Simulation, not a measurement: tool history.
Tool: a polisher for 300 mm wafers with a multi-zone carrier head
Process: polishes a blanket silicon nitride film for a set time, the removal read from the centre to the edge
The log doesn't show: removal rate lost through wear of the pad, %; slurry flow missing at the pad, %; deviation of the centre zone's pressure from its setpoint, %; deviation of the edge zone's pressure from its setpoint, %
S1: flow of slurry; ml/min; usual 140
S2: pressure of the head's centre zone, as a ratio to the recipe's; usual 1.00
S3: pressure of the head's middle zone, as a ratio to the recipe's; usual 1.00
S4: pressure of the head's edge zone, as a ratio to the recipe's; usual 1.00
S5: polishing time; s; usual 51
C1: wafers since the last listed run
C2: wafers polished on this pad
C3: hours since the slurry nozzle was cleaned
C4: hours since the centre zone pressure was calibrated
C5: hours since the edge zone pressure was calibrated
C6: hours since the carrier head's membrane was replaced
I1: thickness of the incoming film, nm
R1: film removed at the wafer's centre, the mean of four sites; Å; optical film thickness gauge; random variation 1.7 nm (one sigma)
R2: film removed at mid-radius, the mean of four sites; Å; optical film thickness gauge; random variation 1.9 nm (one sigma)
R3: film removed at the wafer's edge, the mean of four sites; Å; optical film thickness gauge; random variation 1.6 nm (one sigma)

Run 1, hour 0.0: usual settings but S4 0.88; C1 0; C2 2859; C3 207.3; C4 260.4; C5 351.2; C6 14.0; I1 493.1. Result: R1 1514 Å, R2 1442 Å, R3 1380 Å.
Run 2, hour 58.8: usual settings; C1 542; C2 3402; C3 266.1; C4 319.2; C5 410.0; C6 72.8; I1 482.7. Result: R1 1500 Å, R2 1440 Å, R3 1442 Å.
At hour 103.8: worn pad replaced by a new one.
Run 3, hour 119.1: usual settings; C1 519; C2 141; C3 326.4; C4 379.5; C5 470.3; C6 133.1; I1 482.3. Result: R1 1514 Å, R2 1368 Å, R3 1442 Å.
Run 4, hour 176.1: usual settings but S4 1.07, S5 36 s; C1 525; C2 666; C3 383.4; C4 436.5; C5 527.3; C6 190.1; I1 490.0. Result: R1 1048 Å, R2 964 Å, R3 1051 Å.
Run 5, hour 244.0: usual settings but S1 155 ml/min, S4 0.91; C1 626; C2 1293; C3 451.3; C4 504.4; C5 595.2; C6 258.0; I1 484.2. Result: R1 1555 Å, R2 1407 Å, R3 1371 Å.
Run 6, hour 294.1: usual settings but S4 1.04; C1 462; C2 1755; C3 501.4; C4 554.5; C5 645.3; C6 308.1; I1 488.2. Result: R1 1507 Å, R2 1318 Å, R3 1433 Å.
At hour 317.6: slurry nozzle cleaned.
At hour 324.1: centre zone pressure recalibrated.
Run 7, hour 324.6: usual settings but S2 1.11; C1 253; C2 2009; C3 7.0; C4 0.5; C5 675.8; C6 338.6; I1 483.6. Result: R1 1688 Å, R2 1486 Å, R3 1471 Å.
Run 8, hour 366.9: usual settings but S3 1.09; C1 390; C2 2399; C3 49.3; C4 42.8; C5 718.1; C6 380.9; I1 487.7. Result: R1 1533 Å, R2 1555 Å, R3 1478 Å.
Run 9, hour 405.3: usual settings but S4 1.08, S5 39 s; C1 354; C2 2753; C3 87.7; C4 81.2; C5 756.5; C6 419.3; I1 479.4. Result: R1 1157 Å, R2 1121 Å, R3 1157 Å.
Run 10, hour 468.2: usual settings but S2 0.89, S3 0.93, S5 45 s; C1 580; C2 3334; C3 150.6; C4 144.1; C5 819.4; C6 482.2; I1 494.3. Result: R1 1169 Å, R2 1180 Å, R3 1284 Å.
Run 11, hour 512.2: usual settings but S4 1.07; C1 405; C2 3740; C3 194.6; C4 188.1; C5 863.4; C6 526.2; I1 491.7. Result: R1 1497 Å, R2 1428 Å, R3 1488 Å.
Run 12, hour 574.3: usual settings; C1 572; C2 4312; C3 256.7; C4 250.2; C5 925.5; C6 588.3; I1 489.2. Result: R1 1471 Å, R2 1446 Å, R3 1431 Å.
Run 13, hour 603.5: usual settings but S1 115 ml/min, S3 1.05; C1 269; C2 4582; C3 285.9; C4 279.4; C5 954.7; C6 617.5; I1 484.4. Result: R1 1368 Å, R2 1395 Å, R3 1415 Å.
At hour 626.3: worn pad replaced by a new one.
Run 14, hour 661.5: usual settings but S1 180 ml/min, S3 1.07; C1 498; C2 324; C3 343.9; C4 337.4; C5 1012.7; C6 675.5; I1 490.8. Result: R1 1614 Å, R2 1596 Å, R3 1531 Å.
At hour 705.3: carrier head's membrane replaced by a new one.
Run 15, hour 713.6: usual settings but S3 0.96, S4 0.95, S5 61 s; C1 434; C2 759; C3 396.0; C4 389.5; C5 1064.8; C6 8.3; I1 489.1. Result: R1 1784 Å, R2 1616 Å, R3 1649 Å.
Run 16, hour 740.0: usual settings but S2 1.08, S4 0.95; C1 243; C2 1002; C3 422.4; C4 415.9; C5 1091.2; C6 34.7; I1 486.1. Result: R1 1585 Å, R2 1376 Å, R3 1386 Å.
Run 17, hour 765.5: usual settings but S1 125 ml/min, S2 0.94, S3 0.91, S5 61 s; C1 235; C2 1238; C3 447.9; C4 441.4; C5 1116.7; C6 60.2; I1 496.1. Result: R1 1560 Å, R2 1438 Å, R3 1638 Å.
Run 18, hour 792.1: usual settings but S4 0.92; C1 245; C2 1483; C3 474.5; C4 468.0; C5 1143.3; C6 86.8; I1 493.1. Result: R1 1458 Å, R2 1356 Å, R3 1340 Å.
Run 19, hour 816.3: usual settings; C1 223; C2 1706; C3 498.7; C4 492.2; C5 1167.5; C6 111.0; I1 491.7. Result: R1 1476 Å, R2 1350 Å, R3 1369 Å.
At hour 821.7: slurry nozzle cleaned.
Run 20, hour 857.7: usual settings; C1 372; C2 2079; C3 36.0; C4 533.6; C5 1208.9; C6 152.4; I1 482.5. Result: R1 1618 Å, R2 1421 Å, R3 1469 Å.
Run 21, hour 900.3: usual settings but S2 0.93; C1 393; C2 2472; C3 78.6; C4 576.2; C5 1251.5; C6 195.0; I1 485.9. Result: R1 1473 Å, R2 1436 Å, R3 1490 Å.

Forecast each of these 5 alternatives for the next run:
Run A, hour 900.7: usual settings; C1 3; C2 2476; C3 79.0; C4 576.6; C5 1251.9; C6 195.4; I1 500.0. Result: R1 ?, R2 ?, R3 ?.
Run B, hour 900.7: usual settings but S1 115 ml/min, S4 1.10; C1 3; C2 2476; C3 79.0; C4 576.6; C5 1251.9; C6 195.4; I1 500.0. Result: R1 ?, R2 ?, R3 ?.
Run C, hour 900.7: usual settings but S1 175 ml/min; C1 3; C2 2476; C3 79.0; C4 576.6; C5 1251.9; C6 195.4; I1 500.0. Result: R1 ?, R2 ?, R3 ?.
Run D, hour 900.7: usual settings but S1 155 ml/min, S3 0.96, S4 0.93, S5 65 s; C1 3; C2 2476; C3 79.0; C4 576.6; C5 1251.9; C6 195.4; I1 500.0. Result: R1 ?, R2 ?, R3 ?.
Run E, hour 900.7: usual settings but S1 110 ml/min, S2 0.97, S4 0.94, S5 56 s; C1 3; C2 2476; C3 79.0; C4 576.6; C5 1251.9; C6 195.4; I1 500.0. Result: R1 ?, R2 ?, R3 ?.

run    R1    R2    R3
  A  1664  1443  1469
  B  1568  1370  1474
  C  1754  1513  1519
  D  2176  1819  1850
  E  1644  1484  1503
Without the tool's hidden state the same runs would have given:
run    R1    R2    R3
  A  1568  1462  1482
  B  1482  1391  1490
  C  1648  1528  1530
  D  2047  1839  1864
  E  1555  1508  1520
